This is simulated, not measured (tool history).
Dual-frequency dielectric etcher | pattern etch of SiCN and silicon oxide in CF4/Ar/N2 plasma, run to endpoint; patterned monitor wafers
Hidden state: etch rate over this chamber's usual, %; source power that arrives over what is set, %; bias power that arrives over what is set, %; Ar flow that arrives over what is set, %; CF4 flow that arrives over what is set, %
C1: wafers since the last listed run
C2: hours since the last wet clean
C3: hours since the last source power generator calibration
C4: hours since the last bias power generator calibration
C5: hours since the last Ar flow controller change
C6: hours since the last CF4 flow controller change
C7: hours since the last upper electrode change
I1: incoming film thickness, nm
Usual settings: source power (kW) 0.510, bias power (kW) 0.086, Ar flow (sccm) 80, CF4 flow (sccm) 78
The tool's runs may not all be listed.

Run 1, hour 0.0: usual settings; C1 0; C2 506.8; C3 2325.3; C4 154.3; C5 305.1; C6 71.0; C7 3968.2; I1 12.20. Result: endpoint time (s) 12.1.
Run 2, hour 39.2: usual settings; C1 658; C2 546.0; C3 2364.5; C4 193.5; C5 344.3; C6 110.2; C7 4007.4; I1 12.37. Result: endpoint time (s) 12.3.
Run 3, hour 86.7: usual settings but source power (kW) 0.390, bias power (kW) 0.093; C1 797; C2 593.5; C3 2412.0; C4 241.0; C5 391.8; C6 157.7; C7 4054.9; I1 12.18. Result: endpoint time (s) 15.4.
At hour 119.9: upper electrode replaced.
At hour 130.1: source power generator calibrated.
At hour 161.1: wet clean of the chamber.
Run 4, hour 161.6: usual settings but Ar flow (sccm) 92, CF4 flow (sccm) 96; C1 384; C2 0.5; C3 31.5; C4 315.9; C5 466.7; C6 232.6; C7 41.7; I1 12.26. Result: endpoint time (s) 11.3.
Run 5, hour 407.0: usual settings but Ar flow (sccm) 100, CF4 flow (sccm) 96; C1 4119; C2 245.9; C3 276.9; C4 561.3; C5 712.1; C6 478.0; C7 287.1; I1 12.28. Result: endpoint time (s) 11.5.
Run 6, hour 500.2: usual settings; C1 1564; C2 339.1; C3 370.1; C4 654.5; C5 805.3; C6 571.2; C7 380.3; I1 12.13. Result: endpoint time (s) 11.4.
Run 7, hour 565.9: usual settings; C1 1103; C2 404.8; C3 435.8; C4 720.2; C5 871.0; C6 636.9; C7 446.0; I1 12.14. Result: endpoint time (s) 11.5.
Run 8, hour 624.8: usual settings; C1 988; C2 463.7; C3 494.7; C4 779.1; C5 929.9; C6 695.8; C7 504.9; I1 12.15. Result: endpoint time (s) 11.5.
Run 9, hour 699.2: usual settings; C1 1249; C2 538.1; C3 569.1; C4 853.5; C5 1004.3; C6 770.2; C7 579.3; I1 12.19. Result: endpoint time (s) 11.7.
Run 10, hour 794.7: usual settings; C1 1603; C2 633.6; C3 664.6; C4 949.0; C5 1099.8; C6 865.7; C7 674.8; I1 12.16. Result: endpoint time (s) 11.7.
At hour 820.3: wet clean of the chamber.
Run 11, hour 899.9: usual settings but source power (kW) 0.590, CF4 flow (sccm) 62; C1 1363; C2 79.6; C3 769.8; C4 1054.2; C5 1205.0; C6 970.9; C7 780.0; I1 12.16. Result: endpoint time (s) 10.2.
Run 12, hour 977.8: usual settings but source power (kW) 0.470, bias power (kW) 0.075; C1 1307; C2 157.5; C3 847.7; C4 1132.1; C5 1282.9; C6 1048.8; C7 857.9; I1 12.23. Result: endpoint time (s) 12.7.
Run 13, hour 1065.4: usual settings but bias power (kW) 0.107, CF4 flow (sccm) 96; C1 1470; C2 245.1; C3 935.3; C4 1219.7; C5 1370.5; C6 1136.4; C7 945.5; I1 11.98. Result: endpoint time (s) 10.4.
Run 14, hour 1104.0: usual settings; C1 648; C2 283.7; C3 973.9; C4 1258.3; C5 1409.1; C6 1175.0; C7 984.1; I1 12.19. Result: endpoint time (s) 11.5.

Run 15 comes next. What will it give?
Run 15, hour 1162.1: usual settings but bias power (kW) 0.067; C1 975; C2 341.8; C3 1032.0; C4 1316.4; C5 1467.2; C6 1233.1; C7 1042.2; I1 12.22. Result: endpoint time (s) ?.

{"run 15": {"endpoint time (s)": 12.3}}
Without the tool's hidden state the same run would have given endpoint time (s) 12.0.
